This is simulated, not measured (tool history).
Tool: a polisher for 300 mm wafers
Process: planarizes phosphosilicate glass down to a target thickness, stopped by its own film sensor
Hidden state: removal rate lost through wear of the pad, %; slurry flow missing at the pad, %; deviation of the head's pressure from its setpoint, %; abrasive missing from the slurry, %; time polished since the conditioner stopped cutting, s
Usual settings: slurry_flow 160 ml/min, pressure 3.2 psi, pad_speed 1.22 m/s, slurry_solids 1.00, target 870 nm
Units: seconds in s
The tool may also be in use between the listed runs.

run,hour,slurry_flow,pressure,pad_speed,slurry_solids,target,wafers since the last listed run,wafers polished on this pad,hours since the slurry nozzle was cleaned,hours since the head pressure was calibrated,hours since the slurry blender was calibrated,hours since the conditioning disc was replaced,"incoming thickness of the incoming film, nm",seconds
1,0.0,160,3.2,1.22,1.00,870,0,2083,382.7,435.3,428.9,448.6,2049.7,107.9
2,105.7,160,3.2,1.22,1.00,870,637,2721,488.4,541.0,534.6,554.3,2049.5,108.8
3,156.1,160,2.8,1.22,0.90,870,304,3025,538.8,591.4,585.0,604.7,2074.9,138.5
4,246.2,160,3.2,1.42,1.00,694,543,3569,628.9,681.5,675.1,694.8,2073.7,115.7
# hour 340.6: slurry blender recalibrated
5,358.3,160,3.2,1.22,0.85,595,664,4233,741.0,793.6,17.7,806.9,2039.9,162.7
6,421.8,160,3.2,1.52,1.00,870,383,4617,804.5,857.1,81.2,870.4,2036.7,95.1
7,524.3,115,3.2,1.22,1.00,733,618,5235,907.0,959.6,183.7,972.9,2017.6,132.9
# hour 569.7: conditioning disc replaced and pad reconditioned
# hour 604.9: worn pad replaced by a new one
8,606.9,180,3.2,1.22,1.00,870,462,12,989.6,1042.2,266.3,37.2,2037.2,103.0
# hour 635.9: slurry nozzle cleaned
9,672.5,160,3.2,1.22,1.00,870,389,402,36.6,1107.8,331.9,102.8,2078.5,107.0
10,755.1,135,2.9,1.22,1.00,870,498,900,119.2,1190.4,414.5,185.4,2070.2,121.4
11,838.7,160,3.2,0.92,1.00,564,504,1405,202.8,1274.0,498.1,269.0,2080.5,168.4
# hour 850.9: head pressure recalibrated
12,944.5,160,3.2,1.46,1.00,870,626,2031,308.6,93.6,603.9,374.8,2054.2,91.7
13,987.4,190,4.2,1.08,1.00,1173,258,2290,351.5,136.5,646.8,417.7,2071.9,69.0
# hour 1130.5: slurry blender recalibrated
14,1277.4,160,3.2,1.22,1.00,870,1738,4028,641.5,426.5,146.9,707.7,2025.5,107.4
15,1320.3,190,3.2,1.22,1.00,1085,258,4287,684.4,469.4,189.8,750.6,2024.0,86.7

The next listed run, before its measurement:
# hour 1376.3: conditioning disc replaced and pad reconditioned
16,1389.7,160,2.8,1.22,0.90,870,406,4694,753.8,538.8,259.2,13.4,2078.3,?

seconds: 143.5 s
Without the tool's hidden state the same run would have given seconds 130.8 s.

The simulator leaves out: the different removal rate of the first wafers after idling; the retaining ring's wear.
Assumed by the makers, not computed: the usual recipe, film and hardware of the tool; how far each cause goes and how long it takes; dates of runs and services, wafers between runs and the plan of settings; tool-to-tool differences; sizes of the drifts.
